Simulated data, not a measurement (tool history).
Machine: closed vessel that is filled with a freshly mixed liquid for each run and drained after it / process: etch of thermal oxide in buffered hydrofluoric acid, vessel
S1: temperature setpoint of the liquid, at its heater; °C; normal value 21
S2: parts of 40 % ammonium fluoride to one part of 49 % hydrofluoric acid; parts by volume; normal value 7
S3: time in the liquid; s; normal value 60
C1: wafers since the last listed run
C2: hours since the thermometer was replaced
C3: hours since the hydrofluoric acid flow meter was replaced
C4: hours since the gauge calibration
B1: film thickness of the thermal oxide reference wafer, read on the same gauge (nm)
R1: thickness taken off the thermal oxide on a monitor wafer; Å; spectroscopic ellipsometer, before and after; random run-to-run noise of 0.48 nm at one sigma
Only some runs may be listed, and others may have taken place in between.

Run 1, hour 0: usual settings but S2 9 parts by volume; C1 0; C2 389.4; C3 277.4; C4 248.6; B1 50. Result: R1 612 Å.
Run 2, hour 9.3: usual settings but S2 9 parts by volume; C1 1039; C2 398.7; C3 286.7; C4 257.9; B1 50. Result: R1 604 Å.
Run 3, hour 19.4: usual settings; C1 1129; C2 408.8; C3 296.8; C4 268; B1 49.99. Result: R1 796.2 Å.
Run 4, hour 36.2: usual settings but S3 40 s; C1 1878; C2 425.6; C3 313.6; C4 284.8; B1 49.99. Result: R1 523.3 Å.
Run 5, hour 46.7: usual settings but S3 40 s; C1 1174; C2 436.1; C3 324.1; C4 295.3; B1 49.99. Result: R1 532.4 Å.
Run 6, hour 53.3: usual settings; C1 738; C2 442.7; C3 330.7; C4 301.9; B1 49.97. Result: R1 791.6 Å.
Run 7, hour 65.3: usual settings; C1 1341; C2 454.7; C3 342.7; C4 313.9; B1 50. Result: R1 787.3 Å.
Run 8, hour 75.7: usual settings; C1 1162; C2 465.1; C3 353.1; C4 324.3; B1 50. Result: R1 781.3 Å.
Run 9, hour 86.2: usual settings; C1 1174; C2 475.6; C3 363.6; C4 334.8; B1 50. Result: R1 786.3 Å.
Run 10, hour 95.5: usual settings; C1 1039; C2 484.9; C3 372.9; C4 344.1; B1 50.01. Result: R1 784 Å.
Run 11, hour 107.4: usual settings; C1 1330; C2 496.8; C3 384.8; C4 356; B1 50. Result: R1 787.5 Å.
Run 12, hour 124.1: usual settings but S2 6 parts by volume; C1 1867; C2 513.5; C3 401.5; C4 372.7; B1 49.99. Result: R1 892.4 Å.
Run 13, hour 142.1: usual settings but S2 6 parts by volume; C1 2012; C2 531.5; C3 419.5; C4 390.7; B1 50.02. Result: R1 895.9 Å.
Run 14, hour 155: usual settings; C1 1442; C2 544.4; C3 432.4; C4 403.6; B1 50.01. Result: R1 780.3 Å.
Run 15, hour 161.9: usual settings but S2 5 parts by volume; C1 771; C2 551.3; C3 439.3; C4 410.5; B1 49.98. Result: R1 1034.3 Å.
At hour 175.6: gauge calibrated.
Run 16, hour 177.2: usual settings but S2 9 parts by volume, S3 80 s; C1 1710; C2 566.6; C3 454.6; C4 1.6; B1 49.98. Result: R1 785.4 Å.
Run 17, hour 212.8: usual settings but S1 19.5 °C, S2 10 parts by volume, S3 75 s; C1 3980; C2 602.2; C3 490.2; C4 37.2; B1 49.99. Result: R1 634.7 Å.

Estimate the outcome of run 18 from the log above:
Run 18, hour 224.7: usual settings but S1 22.5 °C, S2 5 parts by volume, S3 30 s; C1 1330; C2 614.1; C3 502.1; C4 49.1; B1 ?. Result: R1 ?.

Run 18 gave B1 50.02, R1 561.6 Å.
Without the tool's hidden state the same run would have given R1 606 Å.
